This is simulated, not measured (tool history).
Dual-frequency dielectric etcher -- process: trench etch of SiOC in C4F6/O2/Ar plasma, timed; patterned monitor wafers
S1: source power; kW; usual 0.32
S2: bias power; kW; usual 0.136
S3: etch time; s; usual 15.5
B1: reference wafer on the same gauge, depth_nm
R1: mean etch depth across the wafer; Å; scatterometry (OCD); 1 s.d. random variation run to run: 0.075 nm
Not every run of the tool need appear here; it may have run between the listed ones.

run,day,S1,S2,S3,B1,R1
1,0,0.32,0.136,15.5,28.72,266
# day 1.812: gauge calibrated
# day 2.225: wet clean of the chamber
2,2.246,0.32,0.136,15.5,28.71,273.4
3,2.258,0.32,0.136,15.5,28.69,274.1
4,3.475,0.32,0.136,15.5,28.7,274.2
5,4.204,0.32,0.136,15.5,28.69,273.4
6,4.958,0.32,0.136,15.5,28.72,272.1
# day 5.55: bias power generator calibrated
7,6.254,0.32,0.136,15.5,28.7,272.7
8,7.558,0.32,0.136,15.5,28.69,271.9
9,8.983,0.38,0.15,15.5,28.68,304
10,10.417,0.38,0.15,15.5,28.71,302.2
11,11.842,0.32,0.105,11.5,28.67,184.4
12,13.196,0.28,0.113,12,28.73,184.3
13,13.712,0.35,0.122,17.5,28.7,306.6
14,14.667,0.32,0.136,15.5,28.69,270.3
15,15.896,0.37,0.149,12,28.71,228.2
# day 17.754: upper electrode replaced
16,17.775,0.32,0.136,15.5,28.74,269
17,17.829,0.38,0.103,15.5,28.7,264.4
# day 18.771: source power generator calibrated
18,18.983,0.32,0.136,17,28.69,285.7
19,19.654,0.39,0.162,18,28.73,350.3

Forecast run 20:
20,21.117,0.4,0.149,14,?,?

Run 20 gave B1 28.72, R1 268.4 Å.
With the hidden condition absent and the run-to-run variation left alone, this run would have shown R1 279.2 Å.

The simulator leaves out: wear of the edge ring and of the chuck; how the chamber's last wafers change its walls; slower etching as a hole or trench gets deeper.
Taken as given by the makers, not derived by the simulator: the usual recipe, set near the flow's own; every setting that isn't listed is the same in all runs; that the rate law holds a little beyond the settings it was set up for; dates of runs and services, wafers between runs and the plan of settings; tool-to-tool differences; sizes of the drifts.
